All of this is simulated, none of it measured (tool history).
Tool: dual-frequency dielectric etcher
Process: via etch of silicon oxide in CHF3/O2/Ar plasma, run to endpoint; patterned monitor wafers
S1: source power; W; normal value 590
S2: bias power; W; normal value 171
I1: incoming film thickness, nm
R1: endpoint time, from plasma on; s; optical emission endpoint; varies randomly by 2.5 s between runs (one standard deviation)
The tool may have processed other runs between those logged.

run	hour	S1	S2	I1	R1
1	0	590	199	545.1	264.4
2	33.4	590	199	547	270.5
3	53.3	590	171	544.7	278.9
4	81.6	510	189	550.8	282.8
5	113.3	510	189	548.9	282.8
6	142.4	590	171	549.8	280.1
7	157	590	171	548.8	274.7
8	181.9	590	144	551.5	293.2
9	212.7	590	144	542.3	289.8
10	244.6	630	171	549.7	272.8
11	270.6	630	171	550.9	269.9
12	288.9	590	171	549.3	275.1
13	313.9	590	171	550.7	280.2
14	330.1	590	171	549.1	275.7
# hour 373.9: upper electrode replaced
15	374.4	590	194	553	263.8
16	374.8	590	194	549.9	259.3
17	387.9	590	171	550.9	271.8
# hour 404.1: bias power generator calibrated
18	423.2	720	153	550.7	263.1
19	439.9	540	171	546.9	279.6
20	463.7	530	207	556	274.4
# hour 512.5: wet clean of the chamber
21	513	690	158	553.8	282.5
22	518.4	490	135	551.2	334.2
# hour 526.3: source power generator calibrated
23	575.6	670	136	543	289.2
24	590.3	590	171	547.4	287.1
25	616.2	590	188	545.9	277.2
26	630.7	690	154	547.6	277.6
27	663.5	590	171	547.8	283.6
28	688.2	650	196	552.4	260.2
29	714.8	590	171	547.8	281.7
30	749.4	590	202	543.7	264.5
31	761.6	550	171	555.6	295.7
32	777.9	590	171	547.2	279.8
33	792.4	670	159	547.4	273.2
34	823.4	690	186	546.7	259.2
35	850.4	640	140	551.5	290.6

The tool's hidden state at each run:
source power that arrives over what is set, %: 0, the same for each run
bias power that arrives over what is set, %: 0, the same for each run
H1: etch rate over this chamber's usual, %
run	H1
1	2.1
2	2.39
3	2.57
4	2.82
5	3.1
6	3.36
7	3.49
8	3.71
9	3.98
10	4.26
11	4.49
12	4.65
13	4.87
14	5.02
15	5.41
16	5.41
17	5.53
18	5.84
19	5.99
20	6.2
21	0.133
22	0.181
23	0.687
24	0.817
25	1.05
26	1.17
27	1.46
28	1.68
29	1.92
30	2.22
31	2.33
32	2.48
33	2.6
34	2.88
35	3.12

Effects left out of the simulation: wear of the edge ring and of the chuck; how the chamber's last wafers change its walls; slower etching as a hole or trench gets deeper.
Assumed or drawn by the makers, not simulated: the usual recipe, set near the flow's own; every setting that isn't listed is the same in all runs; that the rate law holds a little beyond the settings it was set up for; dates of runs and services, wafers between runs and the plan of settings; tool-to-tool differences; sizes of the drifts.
